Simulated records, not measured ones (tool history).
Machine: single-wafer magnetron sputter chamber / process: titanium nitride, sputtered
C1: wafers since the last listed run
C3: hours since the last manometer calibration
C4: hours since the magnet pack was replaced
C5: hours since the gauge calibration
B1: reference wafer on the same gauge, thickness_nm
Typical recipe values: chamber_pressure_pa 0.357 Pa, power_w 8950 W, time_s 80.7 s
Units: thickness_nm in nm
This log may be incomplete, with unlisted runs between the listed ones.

run 1 hour=0 | chamber_pressure_pa=0.357 power_w=8950 time_s=80.7 | C1=0 wafers_on_the_sputter_target=4439 C3=1046.5 C4=7550.5 C5=820.3 | B1=117.989 | thickness_nm=128.436
run 2 hour=65.4 | chamber_pressure_pa=0.357 power_w=8950 time_s=80.7 | C1=669 wafers_on_the_sputter_target=5109 C3=1111.9 C4=7615.9 C5=885.7 | B1=118.028 | thickness_nm=128.036
run 3 hour=85 | chamber_pressure_pa=0.357 power_w=8950 time_s=80.7 | C1=200 wafers_on_the_sputter_target=5309 C3=1131.5 C4=7635.5 C5=905.3 | B1=117.936 | thickness_nm=127.537
run 4 hour=109.6 | chamber_pressure_pa=0.357 power_w=8950 time_s=80.7 | C1=251 wafers_on_the_sputter_target=5561 C3=1156.1 C4=7660.1 C5=929.9 | B1=117.921 | thickness_nm=127.531
run 5 hour=136.7 | chamber_pressure_pa=0.357 power_w=8950 time_s=80.7 | C1=277 wafers_on_the_sputter_target=5838 C3=1183.2 C4=7687.2 C5=957 | B1=117.941 | thickness_nm=127.141
run 6 hour=149.3 | chamber_pressure_pa=0.357 power_w=8950 time_s=80.7 | C1=128 wafers_on_the_sputter_target=5967 C3=1195.8 C4=7699.8 C5=969.6 | B1=118.036 | thickness_nm=128.786
run 7 hour=169.5 | chamber_pressure_pa=0.417 power_w=8950 time_s=80.7 | C1=206 wafers_on_the_sputter_target=6174 C3=1216 C4=7720 C5=989.8 | B1=118.008 | thickness_nm=125.154
run 8 hour=194 | chamber_pressure_pa=0.357 power_w=8950 time_s=80.7 | C1=250 wafers_on_the_sputter_target=6425 C3=1240.5 C4=7744.5 C5=1014.3 | B1=117.897 | thickness_nm=128.174
-- hour=202.5 sputter target and shields replaced
run 9 hour=215.4 | chamber_pressure_pa=0.357 power_w=8950 time_s=80.7 | C1=137 wafers_on_the_sputter_target=131 C3=1261.9 C4=7765.9 C5=1035.7 | B1=118.064 | thickness_nm=128.666
run 10 hour=248.1 | chamber_pressure_pa=0.357 power_w=8950 time_s=80.7 | C1=334 wafers_on_the_sputter_target=466 C3=1294.6 C4=7798.6 C5=1068.4 | B1=117.998 | thickness_nm=127.129
run 11 hour=278.9 | chamber_pressure_pa=0.357 power_w=8950 time_s=80.7 | C1=315 wafers_on_the_sputter_target=781 C3=1325.4 C4=7829.4 C5=1099.2 | B1=117.964 | thickness_nm=127.595
run 12 hour=309.3 | chamber_pressure_pa=0.357 power_w=8950 time_s=80.7 | C1=311 wafers_on_the_sputter_target=1092 C3=1355.8 C4=7859.8 C5=1129.6 | B1=118.047 | thickness_nm=127.323
-- hour=318.5 capacitance manometer re-zeroed and calibrated
-- hour=330.6 magnet pack replaced
run 13 hour=341 | chamber_pressure_pa=0.357 power_w=8950 time_s=80.7 | C1=160 wafers_on_the_sputter_target=1253 C3=22.5 C4=10.4 C5=1161.3 | B1=117.865 | thickness_nm=127.657
-- hour=355 gauge calibrated
run 14 hour=369.5 | chamber_pressure_pa=0.4 power_w=8000 time_s=68.7 | C1=291 wafers_on_the_sputter_target=1544 C3=51 C4=38.9 C5=14.5 | B1=118.064 | thickness_nm=94.926
run 15 hour=393.4 | chamber_pressure_pa=0.268 power_w=7250 time_s=71 | C1=244 wafers_on_the_sputter_target=1789 C3=74.9 C4=62.8 C5=38.4 | B1=117.904 | thickness_nm=93.867
run 16 hour=407.8 | chamber_pressure_pa=0.357 power_w=7400 time_s=89.8 | C1=147 wafers_on_the_sputter_target=1936 C3=89.3 C4=77.2 C5=52.8 | B1=117.926 | thickness_nm=117.992
run 17 hour=497.6 | chamber_pressure_pa=0.357 power_w=8950 time_s=80.7 | C1=918 wafers_on_the_sputter_target=2855 C3=179.1 C4=167 C5=142.6 | B1=118.128 | thickness_nm=128.231
run 18 hour=511.6 | chamber_pressure_pa=0.357 power_w=7650 time_s=80.7 | C1=143 wafers_on_the_sputter_target=2998 C3=193.1 C4=181 C5=156.6 | B1=117.951 | thickness_nm=108.459
run 19 hour=547.5 | chamber_pressure_pa=0.357 power_w=8950 time_s=80.7 | C1=367 wafers_on_the_sputter_target=3366 C3=229 C4=216.9 C5=192.5 | B1=118.077 | thickness_nm=127.742
run 20 hour=569.3 | chamber_pressure_pa=0.357 power_w=7400 time_s=89.8 | C1=223 wafers_on_the_sputter_target=3589 C3=250.8 C4=238.7 C5=214.3 | B1=118.035 | thickness_nm=117.779
run 21 hour=602.1 | chamber_pressure_pa=0.357 power_w=8950 time_s=80.7 | C1=335 wafers_on_the_sputter_target=3924 C3=283.6 C4=271.5 C5=247.1 | B1=117.999 | thickness_nm=127.686
run 22 hour=642.6 | chamber_pressure_pa=0.223 power_w=6800 time_s=90.1 | C1=414 wafers_on_the_sputter_target=4339 C3=324.1 C4=312 C5=287.6 | B1=117.992 | thickness_nm=114.165
run 23 hour=675.4 | chamber_pressure_pa=0.357 power_w=8950 time_s=80.7 | C1=335 wafers_on_the_sputter_target=4674 C3=356.9 C4=344.8 C5=320.4 | B1=118.101 | thickness_nm=128.44
run 24 hour=693.1 | chamber_pressure_pa=0.257 power_w=8950 time_s=80.7 | C1=181 wafers_on_the_sputter_target=4856 C3=374.6 C4=362.5 C5=338.1 | B1=117.914 | thickness_nm=133.228
run 25 hour=719.4 | chamber_pressure_pa=0.452 power_w=8200 time_s=72.6 | C1=269 wafers_on_the_sputter_target=5125 C3=400.9 C4=388.8 C5=364.4 | B1=118.045 | thickness_nm=102.734
run 26 hour=749.2 | chamber_pressure_pa=0.357 power_w=8950 time_s=80.7 | C1=304 wafers_on_the_sputter_target=5430 C3=430.7 C4=418.6 C5=394.2 | B1=117.991 | thickness_nm=127.662
run 27 hour=762.2 | chamber_pressure_pa=0.357 power_w=10300 time_s=80.7 | C1=133 wafers_on_the_sputter_target=5563 C3=443.7 C4=431.6 C5=407.2 | B1=118.047 | thickness_nm=147.59
run 28 hour=774.7 | chamber_pressure_pa=0.295 power_w=8950 time_s=90 | C1=127 wafers_on_the_sputter_target=5690 C3=456.2 C4=444.1 C5=419.7 | B1=117.959 | thickness_nm=144.778
run 29 hour=791.5 | chamber_pressure_pa=0.357 power_w=10950 time_s=64.8 | C1=171 wafers_on_the_sputter_target=5862 C3=473 C4=460.9 C5=436.5 | B1=118.123 | thickness_nm=125.428
run 30 hour=805.1 | chamber_pressure_pa=0.488 power_w=8100 time_s=91.9 | C1=139 wafers_on_the_sputter_target=6002 C3=486.6 C4=474.5 C5=450.1 | B1=118.121 | thickness_nm=125.664
run 31 hour=829.6 | chamber_pressure_pa=0.357 power_w=8950 time_s=80.7 | C1=250 wafers_on_the_sputter_target=6252 C3=511.1 C4=499 C5=474.6 | B1=117.982 | thickness_nm=127.703
run 32 hour=843.8 | chamber_pressure_pa=0.357 power_w=10500 time_s=87.1 | C1=145 wafers_on_the_sputter_target=6398 C3=525.3 C4=513.2 C5=488.8 | B1=117.946 | thickness_nm=161.504
-- hour=852.9 sputter target and shields replaced
run 33 hour=871.7 | chamber_pressure_pa=0.495 power_w=10750 time_s=91.1 | C1=203 wafers_on_the_sputter_target=192 C3=553.2 C4=541.1 C5=516.7 | B1=117.988 | thickness_nm=164.198
run 34 hour=900.4 | chamber_pressure_pa=0.496 power_w=10350 time_s=88.5 | C1=293 wafers_on_the_sputter_target=486 C3=581.9 C4=569.8 C5=545.4 | B1=118.135 | thickness_nm=153.304

Below are 5 alternative next runs, each starting from the tool's condition after run 34. Predict each:
run A hour=900.8 | chamber_pressure_pa=0.296 power_w=8950 time_s=80.7 | C1=4 wafers_on_the_sputter_target=490 C3=582.3 C4=570.2 C5=545.8 | B1=? | thickness_nm=?
run B hour=900.8 | chamber_pressure_pa=0.481 power_w=11100 time_s=73.8 | C1=4 wafers_on_the_sputter_target=490 C3=582.3 C4=570.2 C5=545.8 | B1=? | thickness_nm=?
run C hour=900.8 | chamber_pressure_pa=0.437 power_w=8400 time_s=96.3 | C1=4 wafers_on_the_sputter_target=490 C3=582.3 C4=570.2 C5=545.8 | B1=? | thickness_nm=?
run D hour=900.8 | chamber_pressure_pa=0.404 power_w=7650 time_s=75.8 | C1=4 wafers_on_the_sputter_target=490 C3=582.3 C4=570.2 C5=545.8 | B1=? | thickness_nm=?
run E hour=900.8 | chamber_pressure_pa=0.277 power_w=7300 time_s=68.1 | C1=4 wafers_on_the_sputter_target=490 C3=582.3 C4=570.2 C5=545.8 | B1=? | thickness_nm=?

run=A B1=117.958 thickness_nm=129.912
run=B B1=117.958 thickness_nm=137.384
run=C B1=117.958 thickness_nm=137.918
run=D B1=117.958 thickness_nm=100.102
run=E B1=117.958 thickness_nm=90.072
Had the tool no hidden state, the same runs would have come out as:
run=A thickness_nm=129.912
run=B thickness_nm=137.384
run=C thickness_nm=137.918
run=D thickness_nm=100.102
run=E thickness_nm=90.072

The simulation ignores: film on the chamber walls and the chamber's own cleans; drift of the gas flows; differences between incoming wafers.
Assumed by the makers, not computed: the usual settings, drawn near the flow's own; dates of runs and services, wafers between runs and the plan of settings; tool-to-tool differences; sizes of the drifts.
